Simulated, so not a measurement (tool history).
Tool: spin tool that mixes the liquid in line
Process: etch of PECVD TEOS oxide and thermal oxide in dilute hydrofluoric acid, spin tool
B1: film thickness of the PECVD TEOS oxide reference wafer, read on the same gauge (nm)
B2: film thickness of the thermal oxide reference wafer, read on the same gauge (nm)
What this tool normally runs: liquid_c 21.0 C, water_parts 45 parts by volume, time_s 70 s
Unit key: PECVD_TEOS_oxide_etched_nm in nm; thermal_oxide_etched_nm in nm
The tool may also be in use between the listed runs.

run 1 hour=0.0 | liquid_c=21.0 water_parts=45 time_s=70 | B1=130.03 B2=29.97 | PECVD_TEOS_oxide_etched_nm=27.71 thermal_oxide_etched_nm=8.22
run 2 hour=33.2 | liquid_c=21.0 water_parts=45 time_s=70 | B1=130.05 B2=30.00 | PECVD_TEOS_oxide_etched_nm=27.36 thermal_oxide_etched_nm=8.29
run 3 hour=63.7 | liquid_c=21.0 water_parts=45 time_s=70 | B1=130.01 B2=29.99 | PECVD_TEOS_oxide_etched_nm=27.42 thermal_oxide_etched_nm=8.29
run 4 hour=94.2 | liquid_c=21.0 water_parts=45 time_s=70 | B1=129.99 B2=29.99 | PECVD_TEOS_oxide_etched_nm=27.31 thermal_oxide_etched_nm=8.30
run 5 hour=118.7 | liquid_c=21.0 water_parts=45 time_s=70 | B1=129.99 B2=30.00 | PECVD_TEOS_oxide_etched_nm=27.51 thermal_oxide_etched_nm=8.26
run 6 hour=162.3 | liquid_c=21.0 water_parts=45 time_s=55 | B1=130.03 B2=29.99 | PECVD_TEOS_oxide_etched_nm=21.59 thermal_oxide_etched_nm=6.53
run 7 hour=192.0 | liquid_c=17.5 water_parts=45 time_s=70 | B1=130.01 B2=30.01 | PECVD_TEOS_oxide_etched_nm=24.16 thermal_oxide_etched_nm=7.18
run 8 hour=211.2 | liquid_c=17.5 water_parts=45 time_s=70 | B1=129.94 B2=30.00 | PECVD_TEOS_oxide_etched_nm=24.25 thermal_oxide_etched_nm=7.13
run 9 hour=235.2 | liquid_c=19.0 water_parts=30 time_s=70 | B1=129.97 B2=30.00 | PECVD_TEOS_oxide_etched_nm=38.71 thermal_oxide_etched_nm=11.64
run 10 hour=263.2 | liquid_c=21.0 water_parts=45 time_s=70 | B1=129.99 B2=30.01 | PECVD_TEOS_oxide_etched_nm=27.75 thermal_oxide_etched_nm=8.34
run 11 hour=286.3 | liquid_c=21.0 water_parts=45 time_s=70 | B1=130.01 B2=29.99 | PECVD_TEOS_oxide_etched_nm=27.68 thermal_oxide_etched_nm=8.40
run 12 hour=301.0 | liquid_c=21.0 water_parts=45 time_s=70 | B1=130.01 B2=30.00 | PECVD_TEOS_oxide_etched_nm=27.89 thermal_oxide_etched_nm=8.41
run 13 hour=323.4 | liquid_c=21.0 water_parts=45 time_s=85 | B1=130.03 B2=30.01 | PECVD_TEOS_oxide_etched_nm=33.77 thermal_oxide_etched_nm=10.24
run 14 hour=352.7 | liquid_c=21.0 water_parts=45 time_s=70 | B1=129.97 B2=30.01 | PECVD_TEOS_oxide_etched_nm=27.80 thermal_oxide_etched_nm=8.44
run 15 hour=372.0 | liquid_c=18.5 water_parts=55 time_s=105 | B1=130.03 B2=30.00 | PECVD_TEOS_oxide_etched_nm=30.56 thermal_oxide_etched_nm=9.15
-- hour=373.1 gauge calibrated
run 16 hour=389.4 | liquid_c=25.0 water_parts=25 time_s=45 | B1=129.97 B2=30.00 | PECVD_TEOS_oxide_etched_nm=39.21 thermal_oxide_etched_nm=11.82
run 17 hour=461.2 | liquid_c=23.5 water_parts=45 time_s=95 | B1=129.96 B2=30.01 | PECVD_TEOS_oxide_etched_nm=42.57 thermal_oxide_etched_nm=12.85
run 18 hour=474.2 | liquid_c=21.0 water_parts=30 time_s=70 | B1=130.03 B2=30.01 | PECVD_TEOS_oxide_etched_nm=43.10 thermal_oxide_etched_nm=12.88

Run 19 is up next; what results do you expect?
-- hour=479.2 hydrofluoric acid flow meter replaced
run 19 hour=496.9 | liquid_c=22.5 water_parts=45 time_s=90 | B1=? B2=? | PECVD_TEOS_oxide_etched_nm=? thermal_oxide_etched_nm=?

Run 19 produced B1 130.01, B2 29.98, PECVD_TEOS_oxide_etched_nm 33.20 nm, thermal_oxide_etched_nm 10.01 nm.
Take away the tool's hidden state, keep the run-to-run variation as it was, and the same run would have given PECVD_TEOS_oxide_etched_nm 32.90 nm, thermal_oxide_etched_nm 9.92 nm.
